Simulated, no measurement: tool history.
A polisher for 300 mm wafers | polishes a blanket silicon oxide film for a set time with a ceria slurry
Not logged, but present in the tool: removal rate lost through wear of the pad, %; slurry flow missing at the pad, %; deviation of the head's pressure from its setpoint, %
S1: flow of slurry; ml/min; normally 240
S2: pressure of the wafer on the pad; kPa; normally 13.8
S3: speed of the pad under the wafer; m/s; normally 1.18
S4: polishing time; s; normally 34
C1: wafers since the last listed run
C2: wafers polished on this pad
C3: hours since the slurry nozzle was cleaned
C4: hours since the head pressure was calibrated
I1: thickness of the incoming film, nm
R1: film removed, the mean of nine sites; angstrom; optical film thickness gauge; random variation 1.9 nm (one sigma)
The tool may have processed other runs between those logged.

Run 1, hour 0: usual settings; C1 0; C2 600; C3 180.2; C4 487.8; I1 950.1. Result: R1 1319 angstrom.
Run 2, hour 18.5: usual settings; C1 149; C2 749; C3 198.7; C4 506.3; I1 952.9. Result: R1 1311 angstrom.
Run 3, hour 44.6: usual settings; C1 210; C2 960; C3 224.8; C4 532.4; I1 954.2. Result: R1 1312 angstrom.
Run 4, hour 64: usual settings; C1 156; C2 1116; C3 244.2; C4 551.8; I1 943.1. Result: R1 1335 angstrom.
At hour 80.2: slurry nozzle cleaned.
Run 5, hour 95.6: usual settings; C1 247; C2 1364; C3 15.4; C4 583.4; I1 945.8. Result: R1 1333 angstrom.
At hour 107.8: worn pad replaced by a new one.
Run 6, hour 109.8: usual settings; C1 82; C2 15; C3 29.6; C4 597.6; I1 965.2. Result: R1 1320 angstrom.
Run 7, hour 139.6: usual settings but S2 10.3 kPa; C1 240; C2 256; C3 59.4; C4 627.4; I1 946.9. Result: R1 1068 angstrom.
Run 8, hour 155.2: usual settings but S2 10.3 kPa; C1 126; C2 382; C3 75; C4 643; I1 945.9. Result: R1 1067 angstrom.
Run 9, hour 175.3: usual settings; C1 162; C2 544; C3 95.1; C4 663.1; I1 956.2. Result: R1 1291 angstrom.
Run 10, hour 200.2: usual settings; C1 201; C2 746; C3 120; C4 688; I1 949.6. Result: R1 1301 angstrom.
Run 11, hour 212.4: usual settings; C1 98; C2 844; C3 132.2; C4 700.2; I1 958. Result: R1 1293 angstrom.
Run 12, hour 236.2: usual settings but S1 285 ml/min; C1 192; C2 1036; C3 156; C4 724; I1 947.1. Result: R1 1323 angstrom.
Run 13, hour 257.9: usual settings but S1 285 ml/min; C1 175; C2 1212; C3 177.7; C4 745.7; I1 954.9. Result: R1 1350 angstrom.
Run 14, hour 290.4: usual settings but S1 285 ml/min; C1 262; C2 1474; C3 210.2; C4 778.2; I1 945.1. Result: R1 1313 angstrom.
At hour 317.1: worn pad replaced by a new one.
Run 15, hour 317.6: usual settings; C1 187; C2 4; C3 237.4; C4 805.4; I1 946.2. Result: R1 1316 angstrom.
Run 16, hour 333: usual settings; C1 124; C2 128; C3 252.8; C4 820.8; I1 953.4. Result: R1 1316 angstrom.
Run 17, hour 363: usual settings but S1 195 ml/min; C1 242; C2 370; C3 282.8; C4 850.8; I1 959.1. Result: R1 1310 angstrom.
At hour 367.1: slurry nozzle cleaned.
Run 18, hour 398.1: usual settings; C1 275; C2 646; C3 31; C4 885.9; I1 942.7. Result: R1 1286 angstrom.
Run 19, hour 416.9: usual settings but S2 11 kPa; C1 151; C2 798; C3 49.8; C4 904.7; I1 947.3. Result: R1 1116 angstrom.
Run 20, hour 431.5: usual settings but S1 205 ml/min; C1 117; C2 915; C3 64.4; C4 919.3; I1 957. Result: R1 1323 angstrom.
Run 21, hour 458.2: usual settings; C1 215; C2 1131; C3 91.1; C4 946; I1 962.7. Result: R1 1338 angstrom.
Run 22, hour 480.3: usual settings but S3 1.44 m/s, S4 44 s; C1 178; C2 1310; C3 113.2; C4 968.1; I1 950.8. Result: R1 2086 angstrom.
Run 23, hour 498.6: usual settings but S1 165 ml/min, S4 30 s; C1 147; C2 1457; C3 131.5; C4 986.4; I1 949.9. Result: R1 1073 angstrom.
At hour 518.9: worn pad replaced by a new one.
Run 24, hour 524.9: usual settings; C1 180; C2 48; C3 157.8; C4 1012.7; I1 960.6. Result: R1 1302 angstrom.
Run 25, hour 544.7: usual settings but S1 290 ml/min, S2 18.6 kPa, S4 24 s; C1 159; C2 208; C3 177.6; C4 1032.5; I1 954.6. Result: R1 1197 angstrom.
At hour 555.5: head pressure recalibrated.
Run 26, hour 566.8: usual settings but S2 17.2 kPa; C1 162; C2 370; C3 199.7; C4 11.3; I1 935.5. Result: R1 1543 angstrom.
Run 27, hour 597.3: usual settings; C1 246; C2 616; C3 230.2; C4 41.8; I1 934.9. Result: R1 1352 angstrom.
Run 28, hour 627.7: usual settings but S2 17.2 kPa, S3 0.8 m/s, S4 42 s; C1 245; C2 862; C3 260.6; C4 72.2; I1 946.9. Result: R1 1348 angstrom.
At hour 636.9: slurry nozzle cleaned.
Run 29, hour 676.5: usual settings; C1 386; C2 1248; C3 39.6; C4 121; I1 935.2. Result: R1 1332 angstrom.
Run 30, hour 708.3: usual settings but S1 190 ml/min, S4 23 s; C1 256; C2 1505; C3 71.4; C4 152.8; I1 953.7. Result: R1 853 angstrom.
At hour 732.5: worn pad replaced by a new one.
Run 31, hour 737.8: usual settings but S2 17.9 kPa, S3 1.6 m/s, S4 26 s; C1 205; C2 43; C3 100.9; C4 182.3; I1 933.6. Result: R1 1724 angstrom.
Run 32, hour 758.9: usual settings; C1 170; C2 213; C3 122; C4 203.4; I1 953.2. Result: R1 1291 angstrom.
Run 33, hour 780.1: usual settings but S3 1.32 m/s; C1 171; C2 384; C3 143.2; C4 224.6; I1 962.5. Result: R1 1423 angstrom.
Run 34, hour 802.6: usual settings but S1 165 ml/min, S2 15.9 kPa, S3 1.38 m/s, S4 43 s; C1 181; C2 566; C3 165.7; C4 247.1; I1 947.3. Result: R1 2038 angstrom.
Run 35, hour 828.7: usual settings but S2 17.2 kPa, S4 23 s; C1 210; C2 777; C3 191.8; C4 273.2; I1 942.9. Result: R1 1045 angstrom.
Run 36, hour 856.2: usual settings but S3 1.3 m/s; C1 222; C2 999; C3 219.3; C4 300.7; I1 956.4. Result: R1 1456 angstrom.
At hour 887.4: slurry nozzle cleaned.
Run 37, hour 891.2: usual settings but S1 215 ml/min, S3 0.84 m/s, S4 38 s; C1 274; C2 1274; C3 3.8; C4 335.7; I1 930. Result: R1 1061 angstrom.
Run 38, hour 905.4: usual settings but S1 310 ml/min, S3 0.96 m/s; C1 114; C2 1388; C3 18; C4 349.9; I1 940.4. Result: R1 1084 angstrom.

Give the tool's hidden conditions for every run:
removal rate lost through wear of the pad, %: 0 in every run
slurry flow missing at the pad, %: 0 in every run
deviation of the head's pressure from its setpoint, %: 0 in every run
